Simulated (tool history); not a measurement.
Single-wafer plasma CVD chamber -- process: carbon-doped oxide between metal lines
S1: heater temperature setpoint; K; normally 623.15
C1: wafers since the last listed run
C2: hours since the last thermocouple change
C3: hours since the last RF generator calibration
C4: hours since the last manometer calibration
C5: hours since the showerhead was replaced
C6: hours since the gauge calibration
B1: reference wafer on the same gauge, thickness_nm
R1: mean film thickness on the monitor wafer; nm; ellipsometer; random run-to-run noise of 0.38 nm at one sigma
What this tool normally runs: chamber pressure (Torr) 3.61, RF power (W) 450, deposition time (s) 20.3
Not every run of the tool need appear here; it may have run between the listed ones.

Run 1, hour 0.0: usual settings but RF power (W) 410; C1 0; C2 1838.3; C3 1587.4; C4 954.4; C5 7687.3; C6 76.9; B1 79.466. Result: R1 81.082 nm.
Run 2, hour 16.3: usual settings; C1 346; C2 1854.6; C3 1603.7; C4 970.7; C5 7703.6; C6 93.2; B1 79.300. Result: R1 87.728 nm.
Run 3, hour 43.9: usual settings but S1 615.15 K; C1 586; C2 1882.2; C3 1631.3; C4 998.3; C5 7731.2; C6 120.8; B1 79.294. Result: R1 91.022 nm.
Run 4, hour 60.6: usual settings; C1 355; C2 1898.9; C3 1648.0; C4 1015.0; C5 7747.9; C6 137.5; B1 79.370. Result: R1 87.732 nm.
Run 5, hour 70.1: usual settings; C1 202; C2 1908.4; C3 1657.5; C4 1024.5; C5 7757.4; C6 147.0; B1 79.322. Result: R1 88.071 nm.
Run 6, hour 84.9: usual settings; C1 314; C2 1923.2; C3 1672.3; C4 1039.3; C5 7772.2; C6 161.8; B1 79.323. Result: R1 87.482 nm.
Run 7, hour 96.9: usual settings; C1 255; C2 1935.2; C3 1684.3; C4 1051.3; C5 7784.2; C6 173.8; B1 79.374. Result: R1 87.022 nm.
Run 8, hour 108.0: usual settings; C1 236; C2 1946.3; C3 1695.4; C4 1062.4; C5 7795.3; C6 184.9; B1 79.287. Result: R1 88.099 nm.
Run 9, hour 117.0: usual settings; C1 191; C2 1955.3; C3 1704.4; C4 1071.4; C5 7804.3; C6 193.9; B1 79.321. Result: R1 87.093 nm.
Run 10, hour 130.8: usual settings; C1 293; C2 1969.1; C3 1718.2; C4 1085.2; C5 7818.1; C6 207.7; B1 79.195. Result: R1 87.942 nm.
Run 11, hour 183.9: usual settings; C1 1129; C2 2022.2; C3 1771.3; C4 1138.3; C5 7871.2; C6 260.8; B1 79.214. Result: R1 87.330 nm.
Run 12, hour 199.4: usual settings; C1 329; C2 2037.7; C3 1786.8; C4 1153.8; C5 7886.7; C6 276.3; B1 79.349. Result: R1 87.324 nm.
Run 13, hour 245.1: usual settings but chamber pressure (Torr) 4.00; C1 971; C2 2083.4; C3 1832.5; C4 1199.5; C5 7932.4; C6 322.0; B1 79.344. Result: R1 89.297 nm.
Run 14, hour 262.8: usual settings but RF power (W) 395, deposition time (s) 24.1; C1 376; C2 2101.1; C3 1850.2; C4 1217.2; C5 7950.1; C6 339.7; B1 79.322. Result: R1 91.357 nm.
Run 15, hour 268.8: usual settings; C1 127; C2 2107.1; C3 1856.2; C4 1223.2; C5 7956.1; C6 345.7; B1 79.323. Result: R1 87.154 nm.
Run 16, hour 282.6: usual settings but S1 630.15 K, chamber pressure (Torr) 4.14, RF power (W) 520, deposition time (s) 18.2; C1 293; C2 2120.9; C3 1870.0; C4 1237.0; C5 7969.9; C6 359.5; B1 79.330. Result: R1 88.900 nm.
At hour 291.8: showerhead replaced.
At hour 297.1: RF generator calibrated.
Run 17, hour 299.2: usual settings; C1 69; C2 2137.5; C3 2.1; C4 1253.6; C5 7.4; C6 376.1; B1 79.190. Result: R1 92.192 nm.
At hour 319.4: thermocouple changed; heater temperature recalibrated.
Run 18, hour 319.9: usual settings but S1 608.15 K, deposition time (s) 16.2; C1 270; C2 0.5; C3 22.8; C4 1274.3; C5 28.1; C6 396.8; B1 79.250. Result: R1 78.171 nm.
Run 19, hour 336.9: usual settings; C1 361; C2 17.5; C3 39.8; C4 1291.3; C5 45.1; C6 413.8; B1 79.251. Result: R1 92.498 nm.
Run 20, hour 351.0: usual settings but S1 630.15 K; C1 299; C2 31.6; C3 53.9; C4 1305.4; C5 59.2; C6 427.9; B1 79.256. Result: R1 89.710 nm.
Run 21, hour 357.8: usual settings; C1 144; C2 38.4; C3 60.7; C4 1312.2; C5 66.0; C6 434.7; B1 79.233. Result: R1 92.301 nm.
At hour 366.1: gauge calibrated.
At hour 373.7: capacitance manometer re-zeroed and calibrated.
Run 22, hour 374.2: usual settings but S1 619.15 K, chamber pressure (Torr) 4.36, RF power (W) 515, deposition time (s) 22.9; C1 178; C2 54.8; C3 77.1; C4 0.5; C5 82.4; C6 8.1; B1 79.414. Result: R1 121.480 nm.
Run 23, hour 377.5: usual settings; C1 70; C2 58.1; C3 80.4; C4 3.8; C5 85.7; C6 11.4; B1 79.255. Result: R1 91.988 nm.

Forecast run 24:
Run 24, hour 385.3: usual settings; C1 165; C2 65.9; C3 88.2; C4 11.6; C5 93.5; C6 19.2; B1 ?. Result: R1 ?.

B1: 79.340
R1: 91.382 nm
Had the tool carried no hidden state, the very same run would have given R1 93.146 nm.
